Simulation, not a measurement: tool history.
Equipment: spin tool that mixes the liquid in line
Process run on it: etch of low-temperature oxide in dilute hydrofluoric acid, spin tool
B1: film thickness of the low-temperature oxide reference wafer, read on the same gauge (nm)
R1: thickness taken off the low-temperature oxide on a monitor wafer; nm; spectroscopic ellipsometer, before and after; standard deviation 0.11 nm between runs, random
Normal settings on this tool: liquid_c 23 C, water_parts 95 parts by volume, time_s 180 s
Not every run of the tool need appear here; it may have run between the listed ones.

run 1 hour=0 | liquid_c=19 water_parts=95 time_s=120 | B1=120.01 | R1=10.97
run 2 hour=93.8 | liquid_c=23 water_parts=95 time_s=180 | B1=119.98 | R1=19.47
run 3 hour=157.6 | liquid_c=23 water_parts=95 time_s=180 | B1=119.98 | R1=19.43
run 4 hour=256.2 | liquid_c=26 water_parts=95 time_s=115 | B1=120 | R1=13.85
run 5 hour=326.3 | liquid_c=20 water_parts=95 time_s=180 | B1=119.99 | R1=17.07
run 6 hour=379.1 | liquid_c=20 water_parts=95 time_s=180 | B1=119.96 | R1=16.93
run 7 hour=474.9 | liquid_c=20 water_parts=95 time_s=180 | B1=119.99 | R1=17.03
run 8 hour=524.1 | liquid_c=23 water_parts=95 time_s=180 | B1=119.98 | R1=19.19
run 9 hour=829.5 | liquid_c=23 water_parts=95 time_s=180 | B1=119.98 | R1=19.1
run 10 hour=901.5 | liquid_c=23 water_parts=95 time_s=245 | B1=120.02 | R1=25.94
run 11 hour=944.1 | liquid_c=23 water_parts=95 time_s=180 | B1=119.99 | R1=19.19
run 12 hour=994.6 | liquid_c=23 water_parts=95 time_s=145 | B1=120 | R1=15.4
run 13 hour=1092.4 | liquid_c=20 water_parts=95 time_s=180 | B1=120 | R1=16.91
run 14 hour=1146.5 | liquid_c=25 water_parts=95 time_s=145 | B1=120.01 | R1=16.5
-- hour=1157.2 gauge calibrated
run 15 hour=1383.2 | liquid_c=23 water_parts=95 time_s=180 | B1=120.01 | R1=18.96
run 16 hour=1462.9 | liquid_c=23 water_parts=70 time_s=180 | B1=120.03 | R1=26.08
-- hour=1505.1 hydrofluoric acid flow meter replaced
run 17 hour=1522.8 | liquid_c=23 water_parts=95 time_s=180 | B1=119.99 | R1=18.83
run 18 hour=1582.9 | liquid_c=27.5 water_parts=75 time_s=180 | B1=119.96 | R1=28.94
run 19 hour=1668.2 | liquid_c=25 water_parts=70 time_s=100 | B1=119.98 | R1=15.71
run 20 hour=1764.9 | liquid_c=23 water_parts=95 time_s=180 | B1=120.01 | R1=18.85
-- hour=1825.1 thermometer replaced
run 21 hour=1989.3 | liquid_c=23 water_parts=95 time_s=180 | B1=119.97 | R1=19.67
run 22 hour=2078.6 | liquid_c=23 water_parts=130 time_s=75 | B1=119.99 | R1=5.76
run 23 hour=2159 | liquid_c=27.5 water_parts=140 time_s=180 | B1=119.98 | R1=15.15
run 24 hour=2234.9 | liquid_c=18.5 water_parts=95 time_s=180 | B1=120.04 | R1=16.37
run 25 hour=2294.8 | liquid_c=19 water_parts=125 time_s=260 | B1=120.01 | R1=17.91
run 26 hour=2338.3 | liquid_c=23 water_parts=95 time_s=180 | B1=120.01 | R1=19.73
run 27 hour=2390.8 | liquid_c=23 water_parts=140 time_s=180 | B1=120.02 | R1=12.6
run 28 hour=2491.5 | liquid_c=25.5 water_parts=115 time_s=285 | B1=120.04 | R1=27.33
run 29 hour=2552.5 | liquid_c=23 water_parts=120 time_s=180 | B1=119.95 | R1=14.99
run 30 hour=2630.3 | liquid_c=27.5 water_parts=120 time_s=265 | B1=120.04 | R1=26.31
run 31 hour=2703.2 | liquid_c=27 water_parts=95 time_s=225 | B1=120.01 | R1=28.62
run 32 hour=2739.3 | liquid_c=23 water_parts=95 time_s=180 | B1=119.99 | R1=19.55
run 33 hour=2813.8 | liquid_c=20 water_parts=75 time_s=130 | B1=119.98 | R1=15.94

Per-run results on a tool with no hidden state, each run keeping its own random variation:
Unlogged tool condition in this case: liquid colder than its thermometer reads (K); hydrofluoric acid flow below the setpoint (%); gauge reads high (%).
run=1 R1=11.29
run=2 R1=20.07
run=3 R1=20.06
run=4 R1=14.32
run=5 R1=17.71
run=6 R1=17.59
run=7 R1=17.73
run=8 R1=19.98
run=9 R1=20.02
run=10 R1=27.23
run=11 R1=20.17
run=12 R1=16.2
run=13 R1=17.86
run=14 R1=17.41
run=15 R1=20.13
run=16 R1=27.77
run=17 R1=20.05
run=18 R1=30.83
run=19 R1=16.79
run=20 R1=20.19
run=21 R1=19.87
run=22 R1=5.83
run=23 R1=15.35
run=24 R1=16.64
run=25 R1=18.22
run=26 R1=20.09
run=27 R1=12.84
run=28 R1=27.9
run=29 R1=15.33
run=30 R1=26.93
run=31 R1=29.35
run=32 R1=20.09
run=33 R1=16.42

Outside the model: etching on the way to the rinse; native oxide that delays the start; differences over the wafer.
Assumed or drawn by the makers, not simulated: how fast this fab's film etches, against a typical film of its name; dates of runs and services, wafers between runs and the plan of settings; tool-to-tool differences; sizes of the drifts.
